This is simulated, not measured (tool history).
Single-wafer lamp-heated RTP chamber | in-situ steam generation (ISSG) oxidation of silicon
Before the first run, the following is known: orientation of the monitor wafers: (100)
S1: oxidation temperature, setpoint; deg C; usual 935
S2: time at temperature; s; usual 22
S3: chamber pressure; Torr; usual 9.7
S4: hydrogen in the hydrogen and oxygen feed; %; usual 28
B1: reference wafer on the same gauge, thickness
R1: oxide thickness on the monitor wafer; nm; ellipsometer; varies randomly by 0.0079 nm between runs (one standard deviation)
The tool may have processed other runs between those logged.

| run | hour | S1 | S2 | S3 | S4 | B1 | R1 |
|---|---|---|---|---|---|---|---|
| 1 | 0 | 935 | 22 | 9.7 | 28 | 4.889 | 4.468 |
| 2 | 35 | 935 | 22 | 9.7 | 28 | 4.888 | 4.479 |
| 3 | 87.7 | 935 | 22 | 9.7 | 28 | 4.889 | 4.482 |
| 4 | 157.2 | 949 | 22 | 9.7 | 21 | 4.891 | 4.411 |
|  | 194.5 | pyrometer window cleaned and pyrometer calibrated |
| 5 | 215.4 | 935 | 22 | 9.7 | 28 | 4.888 | 4.419 |
| 6 | 260 | 935 | 22 | 9.7 | 24 | 4.891 | 4.276 |
| 7 | 312.3 | 935 | 22 | 9.7 | 24 | 4.89 | 4.277 |
| 8 | 351.2 | 935 | 22 | 9.7 | 24 | 4.891 | 4.29 |
|  | 441.8 | pressure gauge zeroed |
| 9 | 452.1 | 935 | 22 | 9.7 | 28 | 4.892 | 4.446 |
| 10 | 507.6 | 935 | 22 | 9.7 | 28 | 4.887 | 4.46 |
| 11 | 569.4 | 935 | 22 | 10 | 28 | 4.889 | 4.442 |
| 12 | 610.7 | 935 | 22 | 10 | 28 | 4.888 | 4.447 |
| 13 | 639.8 | 935 | 22 | 9.7 | 28 | 4.888 | 4.483 |
| 14 | 692.4 | 935 | 22 | 9 | 24 | 4.891 | 4.381 |
| 15 | 753.3 | 935 | 29 | 9.7 | 28 | 4.888 | 5.037 |
| 16 | 778.1 | 955 | 19 | 9.1 | 32 | 4.889 | 4.715 |
|  | 781.7 | gauge calibrated |
| 17 | 827.6 | 922 | 16 | 9 | 31 | 4.889 | 4.003 |
| 18 | 870.8 | 935 | 22 | 9.7 | 28 | 4.892 | 4.509 |
|  | 933 | pyrometer window cleaned and pyrometer calibrated |
| 19 | 936.1 | 935 | 22 | 9.7 | 28 | 4.887 | 4.434 |
| 20 | 974.5 | 935 | 22 | 9.7 | 28 | 4.887 | 4.442 |
| 21 | 999.3 | 935 | 22 | 10.2 | 28 | 4.888 | 4.392 |
|  | 1014.6 | hydrogen flow controller replaced |
| 22 | 1061.3 | 950 | 22 | 10.2 | 20 | 4.89 | 4.296 |
| 23 | 1133.1 | 916 | 22 | 9.7 | 28 | 4.892 | 4.212 |
| 24 | 1161.8 | 918 | 22 | 9.7 | 28 | 4.891 | 4.236 |
| 25 | 1189.1 | 919 | 30 | 9.7 | 24 | 4.89 | 4.66 |
| 26 | 1213.4 | 935 | 22 | 9.7 | 28 | 4.891 | 4.442 |
| 27 | 1268.9 | 935 | 16 | 10.2 | 32 | 4.892 | 4.025 |
| 28 | 1303.3 | 940 | 22 | 9.7 | 28 | 4.892 | 4.526 |
| 29 | 1371.8 | 935 | 22 | 9.7 | 28 | 4.886 | 4.459 |
| 30 | 1403 | 915 | 15 | 9.7 | 28 | 4.888 | 3.685 |
| 31 | 1460.8 | 935 | 22 | 9.7 | 28 | 4.889 | 4.469 |

What if the next run were any one of these 4? Each begins from the tool's condition after run 31:
| A | 1461.3 | 935 | 22 | 9.7 | 28 | ? | ? |
| B | 1461.3 | 916 | 25 | 9.7 | 25 | ? | ? |
| C | 1461.3 | 935 | 27 | 10.2 | 28 | ? | ? |
| D | 1461.3 | 935 | 22 | 9.7 | 32 | ? | ? |

| run | B1 | R1 |
|---|---|---|
| A | 4.889 | 4.483 |
| B | 4.889 | 4.361 |
| C | 4.889 | 4.819 |
| D | 4.889 | 4.617 |
What these runs would have given with no unlogged condition in the tool:
| run | R1 |
|---|---|
| A | 4.457 |
| B | 4.336 |
| C | 4.79 |
| D | 4.592 |
